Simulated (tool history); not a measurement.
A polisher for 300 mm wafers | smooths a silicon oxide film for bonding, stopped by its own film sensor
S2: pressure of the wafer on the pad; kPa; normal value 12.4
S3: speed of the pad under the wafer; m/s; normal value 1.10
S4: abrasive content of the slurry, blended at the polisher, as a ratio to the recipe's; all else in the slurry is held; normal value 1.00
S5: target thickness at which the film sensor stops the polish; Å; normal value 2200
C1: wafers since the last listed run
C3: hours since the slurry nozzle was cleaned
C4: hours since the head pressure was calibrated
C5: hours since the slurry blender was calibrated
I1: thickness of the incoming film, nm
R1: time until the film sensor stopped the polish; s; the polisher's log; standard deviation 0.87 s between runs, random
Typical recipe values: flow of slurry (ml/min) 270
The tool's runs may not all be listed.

{"run": 1, "hour": 0.0, "flow of slurry (ml/min)": 270, "S2": 12.4, "S3": 1.1, "S4": 1.1, "S5": 2200, "C1": 0, "wafers polished on this pad": 344, "C3": 470.4, "C4": 105.0, "C5": 314.1, "I1": 271.4, "R1": 71.0}
{"run": 2, "hour": 56.5, "flow of slurry (ml/min)": 270, "S2": 12.4, "S3": 1.1, "S4": 1.1, "S5": 2200, "C1": 698, "wafers polished on this pad": 1042, "C3": 526.9, "C4": 161.5, "C5": 370.6, "I1": 268.2, "R1": 68.1}
{"hour": 69.4, "done": "slurry nozzle cleaned"}
{"run": 3, "hour": 100.0, "flow of slurry (ml/min)": 270, "S2": 12.4, "S3": 1.1, "S4": 1.0, "S5": 2200, "C1": 525, "wafers polished on this pad": 1567, "C3": 30.6, "C4": 205.0, "C5": 414.1, "I1": 266.9, "R1": 68.5}
{"hour": 133.6, "done": "slurry blender recalibrated"}
{"run": 4, "hour": 189.6, "flow of slurry (ml/min)": 270, "S2": 12.4, "S3": 1.1, "S4": 1.0, "S5": 2090, "C1": 1082, "wafers polished on this pad": 2650, "C3": 120.2, "C4": 294.6, "C5": 56.0, "I1": 266.7, "R1": 85.9}
{"run": 5, "hour": 238.3, "flow of slurry (ml/min)": 270, "S2": 12.4, "S3": 1.36, "S4": 1.0, "S5": 2200, "C1": 601, "wafers polished on this pad": 3252, "C3": 168.9, "C4": 343.3, "C5": 104.7, "I1": 269.3, "R1": 59.6}
{"run": 6, "hour": 285.4, "flow of slurry (ml/min)": 270, "S2": 12.4, "S3": 1.36, "S4": 1.0, "S5": 2200, "C1": 582, "wafers polished on this pad": 3834, "C3": 216.0, "C4": 390.4, "C5": 151.8, "I1": 268.2, "R1": 60.9}
{"hour": 337.5, "done": "worn pad replaced by a new one"}
{"run": 7, "hour": 373.1, "flow of slurry (ml/min)": 270, "S2": 12.4, "S3": 1.1, "S4": 1.0, "S5": 2200, "C1": 1034, "wafers polished on this pad": 439, "C3": 303.7, "C4": 478.1, "C5": 239.5, "I1": 266.3, "R1": 69.0}
{"run": 8, "hour": 442.2, "flow of slurry (ml/min)": 270, "S2": 12.4, "S3": 1.1, "S4": 1.0, "S5": 2200, "C1": 854, "wafers polished on this pad": 1293, "C3": 372.8, "C4": 547.2, "C5": 308.6, "I1": 269.7, "R1": 75.6}
{"hour": 519.5, "done": "slurry blender recalibrated"}
{"run": 9, "hour": 543.7, "flow of slurry (ml/min)": 270, "S2": 10.3, "S3": 1.1, "S4": 1.0, "S5": 2330, "C1": 1229, "wafers polished on this pad": 2523, "C3": 474.3, "C4": 648.7, "C5": 24.2, "I1": 265.5, "R1": 55.1}
{"run": 10, "hour": 605.0, "flow of slurry (ml/min)": 270, "S2": 12.4, "S3": 1.1, "S4": 1.0, "S5": 2200, "C1": 757, "wafers polished on this pad": 3281, "C3": 535.6, "C4": 710.0, "C5": 85.5, "I1": 268.4, "R1": 74.6}
{"hour": 608.9, "done": "slurry nozzle cleaned"}
{"hour": 645.6, "done": "head pressure recalibrated"}
{"run": 11, "hour": 650.2, "flow of slurry (ml/min)": 270, "S2": 12.4, "S3": 1.1, "S4": 1.0, "S5": 2200, "C1": 521, "wafers polished on this pad": 3802, "C3": 41.3, "C4": 4.6, "C5": 130.7, "I1": 267.4, "R1": 74.9}
{"run": 12, "hour": 716.0, "flow of slurry (ml/min)": 240, "S2": 12.4, "S3": 1.1, "S4": 0.75, "S5": 2200, "C1": 813, "wafers polished on this pad": 4616, "C3": 107.1, "C4": 70.4, "C5": 196.5, "I1": 265.7, "R1": 89.2}
{"hour": 723.8, "done": "worn pad replaced by a new one"}
{"run": 13, "hour": 755.6, "flow of slurry (ml/min)": 240, "S2": 12.4, "S3": 1.1, "S4": 0.75, "S5": 2200, "C1": 440, "wafers polished on this pad": 393, "C3": 146.7, "C4": 110.0, "C5": 236.1, "I1": 274.1, "R1": 103.9}
{"run": 14, "hour": 840.4, "flow of slurry (ml/min)": 270, "S2": 12.4, "S3": 1.1, "S4": 1.0, "S5": 2200, "C1": 1048, "wafers polished on this pad": 1441, "C3": 231.5, "C4": 194.8, "C5": 320.9, "I1": 271.7, "R1": 82.4}
{"run": 15, "hour": 895.1, "flow of slurry (ml/min)": 270, "S2": 12.4, "S3": 1.1, "S4": 1.2, "S5": 2200, "C1": 676, "wafers polished on this pad": 2117, "C3": 286.2, "C4": 249.5, "C5": 375.6, "I1": 272.7, "R1": 77.9}
{"run": 16, "hour": 960.9, "flow of slurry (ml/min)": 270, "S2": 12.4, "S3": 1.1, "S4": 1.0, "S5": 2200, "C1": 813, "wafers polished on this pad": 2930, "C3": 352.0, "C4": 315.3, "C5": 441.4, "I1": 272.7, "R1": 85.9}
{"hour": 983.0, "done": "slurry blender recalibrated"}
{"run": 17, "hour": 1042.3, "flow of slurry (ml/min)": 270, "S2": 16.5, "S3": 1.36, "S4": 1.2, "S5": 2200, "C1": 981, "wafers polished on this pad": 3912, "C3": 433.4, "C4": 396.7, "C5": 59.3, "I1": 269.2, "R1": 49.8}
{"hour": 1078.5, "done": "head pressure recalibrated, repeated, since the last time left the tool worse"}
{"run": 18, "hour": 1101.3, "flow of slurry (ml/min)": 270, "S2": 12.4, "S3": 1.1, "S4": 1.0, "S5": 2150, "C1": 704, "wafers polished on this pad": 4616, "C3": 492.4, "C4": 22.8, "C5": 118.3, "I1": 271.9, "R1": 81.9}
{"hour": 1143.6, "done": "slurry nozzle cleaned"}
{"run": 19, "hour": 1169.1, "flow of slurry (ml/min)": 270, "S2": 12.4, "S3": 1.1, "S4": 1.0, "S5": 2200, "C1": 825, "wafers polished on this pad": 5442, "C3": 25.5, "C4": 90.6, "C5": 186.1, "I1": 268.3, "R1": 69.4}
{"hour": 1210.4, "done": "worn pad replaced by a new one"}
{"run": 20, "hour": 1243.2, "flow of slurry (ml/min)": 340, "S2": 9.7, "S3": 0.86, "S4": 1.0, "S5": 2200, "C1": 866, "wafers polished on this pad": 404, "C3": 99.6, "C4": 164.7, "C5": 260.2, "I1": 268.9, "R1": 99.8}
{"run": 21, "hour": 1294.4, "flow of slurry (ml/min)": 270, "S2": 12.4, "S3": 1.1, "S4": 1.0, "S5": 2200, "C1": 632, "wafers polished on this pad": 1037, "C3": 150.8, "C4": 215.9, "C5": 311.4, "I1": 270.3, "R1": 72.7}
{"run": 22, "hour": 1332.4, "flow of slurry (ml/min)": 270, "S2": 12.4, "S3": 1.1, "S4": 1.0, "S5": 2200, "C1": 469, "wafers polished on this pad": 1507, "C3": 188.8, "C4": 253.9, "C5": 349.4, "I1": 268.2, "R1": 70.6}
{"run": 23, "hour": 1385.2, "flow of slurry (ml/min)": 270, "S2": 12.4, "S3": 1.1, "S4": 1.0, "S5": 2200, "C1": 652, "wafers polished on this pad": 2160, "C3": 241.6, "C4": 306.7, "C5": 402.2, "I1": 272.4, "R1": 75.7}
{"hour": 1449.6, "done": "slurry blender recalibrated"}
{"run": 24, "hour": 1472.2, "flow of slurry (ml/min)": 320, "S2": 16.5, "S3": 1.1, "S4": 1.0, "S5": 2080, "C1": 1050, "wafers polished on this pad": 3210, "C3": 328.6, "C4": 393.7, "C5": 22.6, "I1": 268.1, "R1": 68.9}
{"run": 25, "hour": 1517.5, "flow of slurry (ml/min)": 270, "S2": 11.0, "S3": 1.3, "S4": 0.75, "S5": 2380, "C1": 559, "wafers polished on this pad": 3770, "C3": 373.9, "C4": 439.0, "C5": 67.9, "I1": 268.7, "R1": 51.3}
{"hour": 1588.3, "done": "worn pad replaced by a new one"}
{"run": 26, "hour": 1625.2, "flow of slurry (ml/min)": 305, "S2": 12.4, "S3": 1.1, "S4": 1.0, "S5": 2200, "C1": 1281, "wafers polished on this pad": 455, "C3": 481.6, "C4": 546.7, "C5": 175.6, "I1": 266.5, "R1": 68.0}
{"run": 27, "hour": 1664.4, "flow of slurry (ml/min)": 270, "S2": 12.4, "S3": 1.1, "S4": 0.7, "S5": 2080, "C1": 484, "wafers polished on this pad": 940, "C3": 520.8, "C4": 585.9, "C5": 214.8, "I1": 271.7, "R1": 119.1}
{"hour": 1681.7, "done": "slurry nozzle cleaned"}
{"run": 28, "hour": 1727.1, "flow of slurry (ml/min)": 270, "S2": 14.5, "S3": 1.1, "S4": 1.0, "S5": 2200, "C1": 762, "wafers polished on this pad": 1703, "C3": 45.4, "C4": 648.6, "C5": 277.5, "I1": 267.0, "R1": 63.0}
{"hour": 1778.8, "done": "head pressure recalibrated"}
{"run": 29, "hour": 1827.3, "flow of slurry (ml/min)": 270, "S2": 12.4, "S3": 1.1, "S4": 1.1, "S5": 2200, "C1": 1213, "wafers polished on this pad": 2916, "C3": 145.6, "C4": 48.5, "C5": 377.7, "I1": 265.8, "R1": 64.5}
{"run": 30, "hour": 1876.5, "flow of slurry (ml/min)": 270, "S2": 9.0, "S3": 1.1, "S4": 1.25, "S5": 2200, "C1": 608, "wafers polished on this pad": 3525, "C3": 194.8, "C4": 97.7, "C5": 426.9, "I1": 270.7, "R1": 81.0}

The same runs without the tool's hidden state, with the same run-to-run variation:
Hidden conditions of the tool in this case: removal rate lost through wear of the pad, %; slurry flow missing at the pad, %; deviation of the head's pressure from its setpoint, %; abrasive missing from the slurry, %.
run=1 R1=70.7
run=2 R1=67.7
run=3 R1=68.0
run=4 R1=84.8
run=5 R1=58.7
run=6 R1=59.7
run=7 R1=67.1
run=8 R1=72.9
run=9 R1=52.4
run=10 R1=70.3
run=11 R1=68.2
run=12 R1=81.2
run=13 R1=94.5
run=14 R1=74.7
run=15 R1=70.4
run=16 R1=77.3
run=17 R1=44.5
run=18 R1=82.2
run=19 R1=69.6
run=20 R1=99.8
run=21 R1=72.6
run=22 R1=70.3
run=23 R1=75.2
run=24 R1=68.0
run=25 R1=50.4
run=26 R1=66.0
run=27 R1=115.1
run=28 R1=60.4
run=29 R1=64.4
run=30 R1=80.9

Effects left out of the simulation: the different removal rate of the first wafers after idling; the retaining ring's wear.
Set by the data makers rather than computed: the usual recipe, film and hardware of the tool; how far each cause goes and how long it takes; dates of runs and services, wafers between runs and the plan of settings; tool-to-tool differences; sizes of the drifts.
